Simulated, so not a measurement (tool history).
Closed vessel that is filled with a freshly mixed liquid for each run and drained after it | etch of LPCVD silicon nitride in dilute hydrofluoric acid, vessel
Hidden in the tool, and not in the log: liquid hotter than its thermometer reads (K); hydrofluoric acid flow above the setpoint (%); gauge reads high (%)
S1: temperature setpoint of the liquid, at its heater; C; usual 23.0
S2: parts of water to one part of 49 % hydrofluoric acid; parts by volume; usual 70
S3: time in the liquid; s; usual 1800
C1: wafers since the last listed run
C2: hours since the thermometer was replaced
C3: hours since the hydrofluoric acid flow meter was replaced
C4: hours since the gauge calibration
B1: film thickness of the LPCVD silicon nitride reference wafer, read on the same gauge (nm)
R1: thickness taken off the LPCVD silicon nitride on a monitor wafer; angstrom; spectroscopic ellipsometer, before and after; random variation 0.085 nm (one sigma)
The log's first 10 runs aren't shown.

| run | hour | S1 | S2 | S3 | C1 | C2 | C3 | C4 | B1 | R1 |
|---|---|---|---|---|---|---|---|---|---|---|
| 11 | 820.0 | 23.0 | 70 | 1800 | 1405 | 2527.4 | 371.1 | 2241.2 | 139.98 | 111.3 |
| 12 | 918.5 | 23.0 | 70 | 1800 | 3257 | 2625.9 | 469.6 | 2339.7 | 139.99 | 113.3 |
| 13 | 988.2 | 23.0 | 70 | 1800 | 2305 | 2695.6 | 539.3 | 2409.4 | 140.00 | 112.6 |
|  | 993.9 | gauge calibrated |
| 14 | 1066.1 | 23.0 | 70 | 1800 | 2576 | 2773.5 | 617.2 | 72.2 | 140.00 | 111.2 |
| 15 | 1107.4 | 23.0 | 70 | 1800 | 1365 | 2814.8 | 658.5 | 113.5 | 140.00 | 114.0 |
| 16 | 1200.6 | 23.0 | 70 | 1800 | 3082 | 2908.0 | 751.7 | 206.7 | 140.00 | 115.8 |
| 17 | 1242.3 | 24.5 | 70 | 1800 | 1379 | 2949.7 | 793.4 | 248.4 | 139.99 | 127.9 |
| 18 | 1298.3 | 23.0 | 70 | 1800 | 1852 | 3005.7 | 849.4 | 304.4 | 139.99 | 117.4 |
| 19 | 1385.1 | 27.0 | 95 | 2780 | 2870 | 3092.5 | 936.2 | 391.2 | 140.01 | 174.6 |

Run 20 comes next. What will it give?
| 20 | 1466.8 | 27.5 | 35 | 1800 | 2702 | 3174.2 | 1017.9 | 472.9 | ? | ? |

B1: 139.98
R1: 310.6 angstrom
Without the tool's hidden state the same run would have given R1 257.0 angstrom.

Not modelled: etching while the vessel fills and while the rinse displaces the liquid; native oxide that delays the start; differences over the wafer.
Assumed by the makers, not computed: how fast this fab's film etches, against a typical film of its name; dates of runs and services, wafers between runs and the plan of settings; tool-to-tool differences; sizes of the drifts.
